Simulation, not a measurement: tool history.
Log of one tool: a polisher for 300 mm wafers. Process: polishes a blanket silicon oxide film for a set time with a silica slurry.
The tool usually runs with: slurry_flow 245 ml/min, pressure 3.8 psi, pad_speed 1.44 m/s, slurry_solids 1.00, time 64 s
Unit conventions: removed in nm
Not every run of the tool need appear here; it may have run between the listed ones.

run   hour  slurry_flow  pressure  pad_speed  slurry_solids  time  incoming thickness of the incoming film, nm  removed
  1    0.0          245       3.3       1.44           0.90    64                                       1658.5    216.3
  2   17.8          245       3.8       1.44           1.00    64                                       1633.2    261.1
  3   35.5          245       3.8       1.44           1.00    64                                       1659.1    256.0
  4   52.7          245       3.8       1.44           1.00    64                                       1661.7    253.7
  5   68.7          245       3.8       1.44           1.00    64                                       1674.5    256.0
  6   79.2          245       3.8       1.44           1.00    64                                       1672.8    257.6
  7   87.8          245       3.8       1.44           1.00    64                                       1645.8    254.2
  8   98.9          245       3.8       1.44           1.00    64                                       1674.2    253.4
  9  116.5          245       3.1       1.44           1.00    64                                       1672.2    217.6
 10  130.7          245       3.1       1.04           1.00    64                                       1692.8    188.2
 11  145.8          290       3.8       1.66           1.00    64                                       1679.4    280.4
 12  155.4          215       3.8       1.44           1.00    71                                       1679.8    278.4
 13  166.2          305       3.8       1.44           1.00    64                                       1652.2    257.0
 14  172.8          245       3.8       1.58           1.00    64                                       1673.3    251.3
 15  186.5          245       3.8       1.24           1.25    50                                       1687.2    197.0
 16  211.1          245       3.3       1.44           0.90    64                                       1695.3    206.0
 17  226.0          210       3.8       1.80           1.20    73                                       1638.8    376.6
 18  243.8          200       3.4       1.80           0.85    64                                       1684.1    253.9
 19  259.8          245       3.8       1.80           1.00    64                                       1700.5    303.8
 20  274.1          280       4.5       1.64           1.00    64                                       1664.3    338.4
 21  286.7          245       3.8       1.44           1.00    64                                       1640.7    269.5
 22  296.0          215       3.8       1.44           1.00    71                                       1655.3    297.0
 23  311.2          245       3.8       1.44           1.00    64                                       1666.1    265.8
 24  327.0          245       3.8       1.30           1.15    64                                       1680.3    271.7
 25  342.8          200       3.4       1.80           0.85    64                                       1659.1    243.8

Removed from this log: 7 entries logged between the listed runs. Between which two listed runs does each belong, and how does the tool's hidden state at the listed run before it compare with that at the listed run after it?
From run 9 to run 10: worn pad replaced by a new one (hour 130.2)
  time polished since the conditioner stopped cutting, s: 91 -> 91.3
  measured less the result without the state, removed: -16.8 -> -12.1 nm
From run 10 to run 11: slurry nozzle cleaned (hour 134.6)
  time polished since the conditioner stopped cutting, s: 91.3 -> 91.6
  measured less the result without the state, removed: -12.1 -> -27.7 nm
From run 13 to run 14: conditioning disc replaced and pad reconditioned (hour 172.4)
  time polished since the conditioner stopped cutting, s: 91.9 -> 155
  measured less the result without the state, removed: -23.4 -> -39.3 nm
From run 16 to run 17: conditioning disc replaced and pad reconditioned, repeated, since the last time left the tool worse (hour 223.4)
  time polished since the conditioner stopped cutting, s: 171 -> 10.4
  measured less the result without the state, removed: -30.1 -> -4.7 nm
From run 17 to run 18: slurry blender recalibrated (hour 242.9)
  time polished since the conditioner stopped cutting, s: 10.4 -> 18.3
  measured less the result without the state, removed: -4.7 -> -5.1 nm
From run 18 to run 19: worn pad replaced by a new one (hour 257.6); head pressure recalibrated (hour 258.9)
  time polished since the conditioner stopped cutting, s: 18.3 -> 24.8
  measured less the result without the state, removed: -5.1 -> -8.9 nm
